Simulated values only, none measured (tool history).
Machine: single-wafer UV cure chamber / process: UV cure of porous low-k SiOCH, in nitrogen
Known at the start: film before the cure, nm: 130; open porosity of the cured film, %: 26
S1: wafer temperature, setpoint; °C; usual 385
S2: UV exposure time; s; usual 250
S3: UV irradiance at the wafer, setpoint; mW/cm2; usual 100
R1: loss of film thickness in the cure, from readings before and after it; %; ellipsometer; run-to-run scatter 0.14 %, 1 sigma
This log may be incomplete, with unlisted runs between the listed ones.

{"run": 1, "day": 0.0, "S1": 385, "S2": 335, "S3": 100, "R1": 15.479}
{"run": 2, "day": 1.5, "S1": 385, "S2": 335, "S3": 100, "R1": 15.406}
{"run": 3, "day": 1.754, "S1": 385, "S2": 250, "S3": 100, "R1": 14.093}
{"run": 4, "day": 2.171, "S1": 385, "S2": 250, "S3": 100, "R1": 13.814}
{"run": 5, "day": 2.529, "S1": 385, "S2": 250, "S3": 100, "R1": 13.826}
{"day": 3.217, "done": "quartz window cleaned"}
{"run": 6, "day": 3.238, "S1": 395, "S2": 250, "S3": 100, "R1": 14.81}
{"run": 7, "day": 3.771, "S1": 395, "S2": 250, "S3": 100, "R1": 14.876}
{"day": 4.221, "done": "UV bulbs replaced"}
{"run": 8, "day": 4.367, "S1": 385, "S2": 250, "S3": 100, "R1": 14.743}
{"run": 9, "day": 4.842, "S1": 380, "S2": 165, "S3": 112, "R1": 12.945}
{"run": 10, "day": 5.242, "S1": 369, "S2": 380, "S3": 128, "R1": 17.886}
{"run": 11, "day": 5.596, "S1": 401, "S2": 300, "S3": 117, "R1": 16.83}
{"run": 12, "day": 5.9, "S1": 385, "S2": 250, "S3": 100, "R1": 14.437}
{"run": 13, "day": 6.254, "S1": 394, "S2": 300, "S3": 89, "R1": 15.057}
{"run": 14, "day": 6.954, "S1": 385, "S2": 250, "S3": 100, "R1": 14.507}
{"run": 15, "day": 7.467, "S1": 395, "S2": 170, "S3": 62, "R1": 10.386}
{"run": 16, "day": 7.908, "S1": 385, "S2": 325, "S3": 90, "R1": 15.089}
{"run": 17, "day": 8.196, "S1": 385, "S2": 100, "S3": 100, "R1": 9.98}

Hidden state, per run?
lamp output below its setpoint, %: 0 in every run
H1: transmission lost against a clean window, %
run=1 H1=13.3
run=2 H1=15.4
run=3 H1=15.7
run=4 H1=16.3
run=5 H1=16.8
run=6 H1=0.86
run=7 H1=1.59
run=8 H1=2.41
run=9 H1=3.06
run=10 H1=3.61
run=11 H1=4.09
run=12 H1=4.51
run=13 H1=4.99
run=14 H1=5.95
run=15 H1=6.66
run=16 H1=7.26
run=17 H1=7.66
